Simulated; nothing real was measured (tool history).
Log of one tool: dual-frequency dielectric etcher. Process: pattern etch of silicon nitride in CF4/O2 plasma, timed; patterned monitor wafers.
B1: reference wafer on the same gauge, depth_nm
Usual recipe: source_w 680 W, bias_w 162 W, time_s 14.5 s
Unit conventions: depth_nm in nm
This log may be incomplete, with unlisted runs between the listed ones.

{"run": 1, "hour": 0.0, "source_w": 680, "bias_w": 162, "time_s": 17.0, "B1": 32.54, "depth_nm": 39.58}
{"run": 2, "hour": 60.6, "source_w": 680, "bias_w": 162, "time_s": 17.0, "B1": 32.66, "depth_nm": 39.9}
{"run": 3, "hour": 121.7, "source_w": 680, "bias_w": 162, "time_s": 14.5, "B1": 32.59, "depth_nm": 34.05}
{"run": 4, "hour": 164.5, "source_w": 680, "bias_w": 162, "time_s": 14.5, "B1": 32.6, "depth_nm": 34.12}
{"run": 5, "hour": 217.6, "source_w": 680, "bias_w": 162, "time_s": 14.5, "B1": 32.55, "depth_nm": 34.37}
{"run": 6, "hour": 260.6, "source_w": 680, "bias_w": 162, "time_s": 14.5, "B1": 32.55, "depth_nm": 34.11}
{"run": 7, "hour": 361.0, "source_w": 680, "bias_w": 162, "time_s": 14.5, "B1": 32.6, "depth_nm": 34.1}
{"run": 8, "hour": 436.3, "source_w": 680, "bias_w": 162, "time_s": 16.5, "B1": 32.57, "depth_nm": 38.97}
{"run": 9, "hour": 477.8, "source_w": 680, "bias_w": 162, "time_s": 14.5, "B1": 32.56, "depth_nm": 33.56}
{"run": 10, "hour": 577.1, "source_w": 680, "bias_w": 162, "time_s": 14.5, "B1": 32.58, "depth_nm": 33.81}
{"run": 11, "hour": 683.4, "source_w": 680, "bias_w": 162, "time_s": 14.5, "B1": 32.64, "depth_nm": 33.89}
{"run": 12, "hour": 729.1, "source_w": 580, "bias_w": 179, "time_s": 19.0, "B1": 32.67, "depth_nm": 40.38}
{"run": 13, "hour": 836.0, "source_w": 680, "bias_w": 162, "time_s": 14.5, "B1": 32.6, "depth_nm": 33.85}
{"run": 14, "hour": 904.7, "source_w": 820, "bias_w": 162, "time_s": 14.5, "B1": 32.57, "depth_nm": 39.95}
{"run": 15, "hour": 954.0, "source_w": 600, "bias_w": 140, "time_s": 13.5, "B1": 32.53, "depth_nm": 27.25}
{"run": 16, "hour": 1131.8, "source_w": 680, "bias_w": 126, "time_s": 16.0, "B1": 32.65, "depth_nm": 34.33}
{"run": 17, "hour": 1186.2, "source_w": 560, "bias_w": 162, "time_s": 12.5, "B1": 32.63, "depth_nm": 25.12}
{"run": 18, "hour": 1282.2, "source_w": 680, "bias_w": 162, "time_s": 14.5, "B1": 32.64, "depth_nm": 34.05}
{"run": 19, "hour": 1349.4, "source_w": 520, "bias_w": 162, "time_s": 14.5, "B1": 32.65, "depth_nm": 26.96}
{"run": 20, "hour": 1413.0, "source_w": 840, "bias_w": 162, "time_s": 14.5, "B1": 32.62, "depth_nm": 40.58}
{"run": 21, "hour": 1515.0, "source_w": 680, "bias_w": 162, "time_s": 13.0, "B1": 32.67, "depth_nm": 30.37}
{"run": 22, "hour": 1791.1, "source_w": 680, "bias_w": 162, "time_s": 15.5, "B1": 32.6, "depth_nm": 36.43}
{"run": 23, "hour": 1855.4, "source_w": 580, "bias_w": 125, "time_s": 13.0, "B1": 32.58, "depth_nm": 24.38}
{"run": 24, "hour": 1916.5, "source_w": 770, "bias_w": 162, "time_s": 14.5, "B1": 32.69, "depth_nm": 37.86}
{"run": 25, "hour": 1960.4, "source_w": 680, "bias_w": 162, "time_s": 14.5, "B1": 32.63, "depth_nm": 33.83}
{"run": 26, "hour": 2022.2, "source_w": 760, "bias_w": 162, "time_s": 11.5, "B1": 32.62, "depth_nm": 29.24}
{"run": 27, "hour": 2062.3, "source_w": 680, "bias_w": 162, "time_s": 14.5, "B1": 32.6, "depth_nm": 33.66}
{"run": 28, "hour": 2111.8, "source_w": 680, "bias_w": 188, "time_s": 18.0, "B1": 32.58, "depth_nm": 44.83}
{"run": 29, "hour": 2201.4, "source_w": 750, "bias_w": 162, "time_s": 14.5, "B1": 32.65, "depth_nm": 36.72}
{"run": 30, "hour": 2265.5, "source_w": 610, "bias_w": 133, "time_s": 14.5, "B1": 32.57, "depth_nm": 29.06}

Put back what was entered between runs (8 entries, withheld): which listed runs does each sit between, and how does the hidden state differ from the listed run before to the listed run after?
Run 8 -> run 9: wet clean of the chamber (hour 463.3)
  the hidden state is the same at both runs
Run 10 -> run 11: source power generator calibrated (hour 607.9); bias power generator calibrated (hour 682.8)
  the hidden state is the same at both runs
Run 11 -> run 12: gauge calibrated (hour 727.2)
  the hidden state is the same at both runs
Run 15 -> run 16: wet clean of the chamber (hour 1033.6)
  the hidden state is the same at both runs
Run 18 -> run 19: upper electrode replaced (hour 1338.2)
  the hidden state is the same at both runs
Run 21 -> run 22: wet clean of the chamber (hour 1547.5)
  the hidden state is the same at both runs
Run 28 -> run 29: wet clean of the chamber (hour 2191.3)
  the hidden state is the same at both runs

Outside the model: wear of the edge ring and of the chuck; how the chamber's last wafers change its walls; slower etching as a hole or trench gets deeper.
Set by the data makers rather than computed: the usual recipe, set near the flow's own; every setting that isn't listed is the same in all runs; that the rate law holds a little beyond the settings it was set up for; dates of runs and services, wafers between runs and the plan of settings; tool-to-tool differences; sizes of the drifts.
